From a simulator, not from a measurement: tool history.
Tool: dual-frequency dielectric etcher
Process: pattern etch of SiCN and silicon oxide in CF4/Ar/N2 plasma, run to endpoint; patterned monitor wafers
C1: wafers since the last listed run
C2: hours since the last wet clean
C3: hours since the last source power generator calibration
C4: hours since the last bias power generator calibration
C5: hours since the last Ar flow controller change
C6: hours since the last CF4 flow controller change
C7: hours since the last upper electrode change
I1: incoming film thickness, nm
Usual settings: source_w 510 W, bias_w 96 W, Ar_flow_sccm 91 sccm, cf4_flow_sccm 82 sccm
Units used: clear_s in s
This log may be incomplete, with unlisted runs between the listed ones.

run 1 hour=0.0 | source_w=510 bias_w=96 Ar_flow_sccm=91 cf4_flow_sccm=82 | C1=0 C2=110.0 C3=946.1 C4=1585.9 C5=2564.8 C6=1995.6 C7=4586.3 | I1=16.12 | clear_s=14.5
run 2 hour=14.5 | source_w=510 bias_w=96 Ar_flow_sccm=91 cf4_flow_sccm=82 | C1=300 C2=124.5 C3=960.6 C4=1600.4 C5=2579.3 C6=2010.1 C7=4600.8 | I1=16.25 | clear_s=14.7
run 3 hour=50.2 | source_w=510 bias_w=96 Ar_flow_sccm=91 cf4_flow_sccm=82 | C1=739 C2=160.2 C3=996.3 C4=1636.1 C5=2615.0 C6=2045.8 C7=4636.5 | I1=16.01 | clear_s=14.3
run 4 hour=74.9 | source_w=510 bias_w=96 Ar_flow_sccm=91 cf4_flow_sccm=82 | C1=511 C2=184.9 C3=1021.0 C4=1660.8 C5=2639.7 C6=2070.5 C7=4661.2 | I1=16.18 | clear_s=14.5
run 5 hour=99.7 | source_w=510 bias_w=96 Ar_flow_sccm=91 cf4_flow_sccm=82 | C1=513 C2=209.7 C3=1045.8 C4=1685.6 C5=2664.5 C6=2095.3 C7=4686.0 | I1=16.14 | clear_s=14.2
run 6 hour=121.9 | source_w=610 bias_w=102 Ar_flow_sccm=91 cf4_flow_sccm=82 | C1=459 C2=231.9 C3=1068.0 C4=1707.8 C5=2686.7 C6=2117.5 C7=4708.2 | I1=16.09 | clear_s=11.5
run 7 hour=143.7 | source_w=610 bias_w=102 Ar_flow_sccm=91 cf4_flow_sccm=82 | C1=451 C2=253.7 C3=1089.8 C4=1729.6 C5=2708.5 C6=2139.3 C7=4730.0 | I1=16.16 | clear_s=11.4
run 8 hour=163.3 | source_w=610 bias_w=102 Ar_flow_sccm=91 cf4_flow_sccm=82 | C1=405 C2=273.3 C3=1109.4 C4=1749.2 C5=2728.1 C6=2158.9 C7=4749.6 | I1=16.11 | clear_s=11.2
run 9 hour=183.6 | source_w=510 bias_w=96 Ar_flow_sccm=91 cf4_flow_sccm=82 | C1=420 C2=293.6 C3=1129.7 C4=1769.5 C5=2748.4 C6=2179.2 C7=4769.9 | I1=16.04 | clear_s=14.2
-- hour=190.6 bias power generator calibrated
run 10 hour=217.5 | source_w=510 bias_w=115 Ar_flow_sccm=91 cf4_flow_sccm=82 | C1=619 C2=327.5 C3=1163.6 C4=26.9 C5=2782.3 C6=2213.1 C7=4803.8 | I1=16.19 | clear_s=12.9
run 11 hour=238.0 | source_w=510 bias_w=115 Ar_flow_sccm=91 cf4_flow_sccm=82 | C1=424 C2=348.0 C3=1184.1 C4=47.4 C5=2802.8 C6=2233.6 C7=4824.3 | I1=16.01 | clear_s=12.9
-- hour=259.6 CF4 flow controller replaced
run 12 hour=262.1 | source_w=510 bias_w=96 Ar_flow_sccm=91 cf4_flow_sccm=82 | C1=374 C2=372.1 C3=1208.2 C4=71.5 C5=2826.9 C6=2.5 C7=4848.4 | I1=16.13 | clear_s=14.1
-- hour=303.1 upper electrode replaced
run 13 hour=303.6 | source_w=450 bias_w=96 Ar_flow_sccm=91 cf4_flow_sccm=100 | C1=362 C2=413.6 C3=1249.7 C4=113.0 C5=2868.4 C6=44.0 C7=0.5 | I1=16.06 | clear_s=16.0
run 14 hour=319.1 | source_w=600 bias_w=119 Ar_flow_sccm=77 cf4_flow_sccm=77 | C1=320 C2=429.1 C3=1265.2 C4=128.5 C5=2883.9 C6=59.5 C7=16.0 | I1=15.93 | clear_s=10.5
run 15 hour=342.5 | source_w=610 bias_w=102 Ar_flow_sccm=91 cf4_flow_sccm=82 | C1=484 C2=452.5 C3=1288.6 C4=151.9 C5=2907.3 C6=82.9 C7=39.4 | I1=16.11 | clear_s=11.3
run 16 hour=375.1 | source_w=610 bias_w=102 Ar_flow_sccm=91 cf4_flow_sccm=82 | C1=674 C2=485.1 C3=1321.2 C4=184.5 C5=2939.9 C6=115.5 C7=72.0 | I1=16.05 | clear_s=11.3
-- hour=388.4 Ar flow controller replaced
run 17 hour=390.0 | source_w=510 bias_w=96 Ar_flow_sccm=91 cf4_flow_sccm=82 | C1=184 C2=500.0 C3=1336.1 C4=199.4 C5=1.6 C6=130.4 C7=86.9 | I1=16.08 | clear_s=14.0
-- hour=438.7 wet clean of the chamber
run 18 hour=439.2 | source_w=510 bias_w=96 Ar_flow_sccm=91 cf4_flow_sccm=82 | C1=521 C2=0.5 C3=1385.3 C4=248.6 C5=50.8 C6=179.6 C7=136.1 | I1=16.23 | clear_s=13.9
-- hour=480.1 source power generator calibrated
run 19 hour=494.7 | source_w=630 bias_w=96 Ar_flow_sccm=91 cf4_flow_sccm=82 | C1=1066 C2=56.0 C3=14.6 C4=304.1 C5=106.3 C6=235.1 C7=191.6 | I1=16.04 | clear_s=10.7
run 20 hour=513.0 | source_w=400 bias_w=96 Ar_flow_sccm=91 cf4_flow_sccm=82 | C1=378 C2=74.3 C3=32.9 C4=322.4 C5=124.6 C6=253.4 C7=209.9 | I1=16.01 | clear_s=17.9
-- hour=546.5 wet clean of the chamber, repeated, since the last time left the tool worse
run 21 hour=547.0 | source_w=510 bias_w=96 Ar_flow_sccm=91 cf4_flow_sccm=96 | C1=207 C2=0.5 C3=66.9 C4=356.4 C5=158.6 C6=287.4 C7=243.9 | I1=16.17 | clear_s=14.1
run 22 hour=559.9 | source_w=510 bias_w=102 Ar_flow_sccm=91 cf4_flow_sccm=82 | C1=267 C2=13.4 C3=79.8 C4=369.3 C5=171.5 C6=300.3 C7=256.8 | I1=16.13 | clear_s=14.0
run 23 hour=646.7 | source_w=440 bias_w=96 Ar_flow_sccm=91 cf4_flow_sccm=82 | C1=1796 C2=100.2 C3=166.6 C4=456.1 C5=258.3 C6=387.1 C7=343.6 | I1=16.18 | clear_s=16.9

Selected run-to-run steps in clear_s, each split into two signed amounts: the part the tool would show with no hidden state at all (from settings, incoming material and random variation), and the remainder, which goes to the hidden state together with any gauge scatter not common to the measured and the hidden-state-free results:
The hidden state here: etch rate over this chamber's usual, %; source power that arrives over what is set, %; bias power that arrives over what is set, %; Ar flow that arrives over what is set, %; CF4 flow that arrives over what is set, %.
Run 13 -> 14: source_w 450 -> 600, bias_w 96 -> 119, Ar_flow_sccm 91 -> 77, cf4_flow_sccm 100 -> 77. clear_s -5.5 s: hidden state +0.2, all else -5.7.
Run 19 -> 20: source_w 630 -> 400. clear_s +7.2 s: hidden state -0.5, all else +7.7.
Run 20 -> 21: source_w 400 -> 510, cf4_flow_sccm 82 -> 96, wet clean of the chamber, repeated, since the last time left the tool worse. clear_s -3.8 s: hidden state +1.1, all else -4.9.
